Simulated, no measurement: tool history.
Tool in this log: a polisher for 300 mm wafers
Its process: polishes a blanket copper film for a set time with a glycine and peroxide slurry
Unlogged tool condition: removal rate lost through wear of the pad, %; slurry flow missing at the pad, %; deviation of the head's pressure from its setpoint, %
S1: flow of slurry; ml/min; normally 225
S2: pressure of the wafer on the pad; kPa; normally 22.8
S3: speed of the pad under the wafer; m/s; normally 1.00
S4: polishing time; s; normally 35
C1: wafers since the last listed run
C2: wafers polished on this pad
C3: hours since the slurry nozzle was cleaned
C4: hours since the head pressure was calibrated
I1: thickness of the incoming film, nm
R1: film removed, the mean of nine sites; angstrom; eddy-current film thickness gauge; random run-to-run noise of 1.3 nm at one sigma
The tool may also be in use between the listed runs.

run,hour,S1,S2,S3,S4,C1,C2,C3,C4,I1,R1
1,0.0,225,22.8,1.00,35,0,349,653.0,737.7,2264.1,2172
2,37.5,225,22.8,0.82,35,351,700,690.5,775.2,2283.0,1827
# hour 47.7: slurry nozzle cleaned
3,106.0,225,22.8,0.82,35,632,1333,58.3,843.7,2306.0,1833
4,157.8,225,22.8,1.00,35,485,1819,110.1,895.5,2219.7,2172
5,215.7,225,22.8,0.86,35,542,2361,168.0,953.4,2273.4,1920
6,276.5,225,22.8,0.86,35,569,2931,228.8,1014.2,2264.4,1922
# hour 288.6: worn pad replaced by a new one
# hour 318.6: head pressure recalibrated
7,333.8,225,22.8,0.86,35,480,405,286.1,15.2,2262.4,1899
8,383.9,225,17.9,1.00,35,469,875,336.2,65.3,2266.2,1932
9,424.7,225,17.9,1.00,35,382,1257,377.0,106.1,2236.3,1910
10,457.1,225,29.0,1.00,35,303,1561,409.4,138.5,2262.8,2449
11,498.0,225,29.0,1.00,35,383,1944,450.3,179.4,2241.8,2457
12,545.6,225,29.0,1.00,35,446,2390,497.9,227.0,2271.1,2465
13,597.4,225,22.8,1.00,43,485,2876,549.7,278.8,2261.5,2676
# hour 626.7: worn pad replaced by a new one
# hour 681.4: slurry nozzle cleaned
14,708.3,225,22.8,1.00,43,992,755,26.9,389.7,2254.0,2670
15,749.6,225,22.8,1.00,43,387,1142,68.2,431.0,2312.1,2651
16,784.6,225,22.8,1.00,35,328,1470,103.2,466.0,2256.0,2170
17,836.9,225,22.8,1.00,35,490,1960,155.5,518.3,2235.2,2154
18,885.4,265,22.8,1.00,35,454,2415,204.0,566.8,2278.7,2200
# hour 959.6: worn pad replaced by a new one
19,960.1,225,17.2,1.00,35,662,4,278.7,641.5,2238.5,1887
20,981.2,190,22.8,0.68,35,197,202,299.8,662.6,2229.8,1539
21,1046.9,160,31.0,1.00,35,615,818,365.5,728.3,2243.0,2479
22,1115.2,225,19.3,1.00,35,640,1458,433.8,796.6,2280.6,1999
# hour 1189.3: head pressure recalibrated
23,1314.0,225,17.9,1.36,35,1844,3303,632.6,124.7,2268.2,2504
# hour 1319.0: worn pad replaced by a new one
24,1366.5,300,29.6,1.00,43,454,444,685.1,177.2,2263.5,3158
# hour 1399.6: slurry nozzle cleaned
25,1408.4,225,22.8,1.24,35,383,828,8.8,219.1,2227.7,2597
26,1445.5,225,22.8,0.82,35,347,1176,45.9,256.2,2256.1,1830
27,1508.0,225,22.8,1.00,35,585,1761,108.4,318.7,2249.4,2173
28,1571.3,225,22.8,0.76,24,593,2355,171.7,382.0,2241.6,1188
29,1621.2,255,17.9,1.00,46,467,2823,221.6,431.9,2246.4,2597
# hour 1663.0: worn pad replaced by a new one
30,1664.4,255,22.8,1.00,35,367,12,264.8,475.1,2269.5,2189
31,1708.1,225,22.8,1.00,35,409,422,308.5,518.8,2241.9,2137
32,1742.9,200,22.8,1.00,26,326,748,343.3,553.6,2275.3,1589
33,1773.9,225,15.2,1.00,35,290,1039,374.3,584.6,2226.3,1791
34,1835.0,225,22.8,1.00,35,572,1612,435.4,645.7,2281.6,2158

Forecast each of these 3 alternatives for the next run:
A,1835.4,225,22.8,1.00,35,3,1615,435.8,646.1,2245.6,?
B,1835.4,170,30.3,0.80,31,3,1615,435.8,646.1,2245.6,?
C,1835.4,275,17.2,1.00,35,3,1615,435.8,646.1,2245.6,?

run,R1
A,2193
B,1816
C,1961
Stripped of hidden state, with their random variation kept, the same runs would have yielded:
run,R1
A,2193
B,1816
C,1961
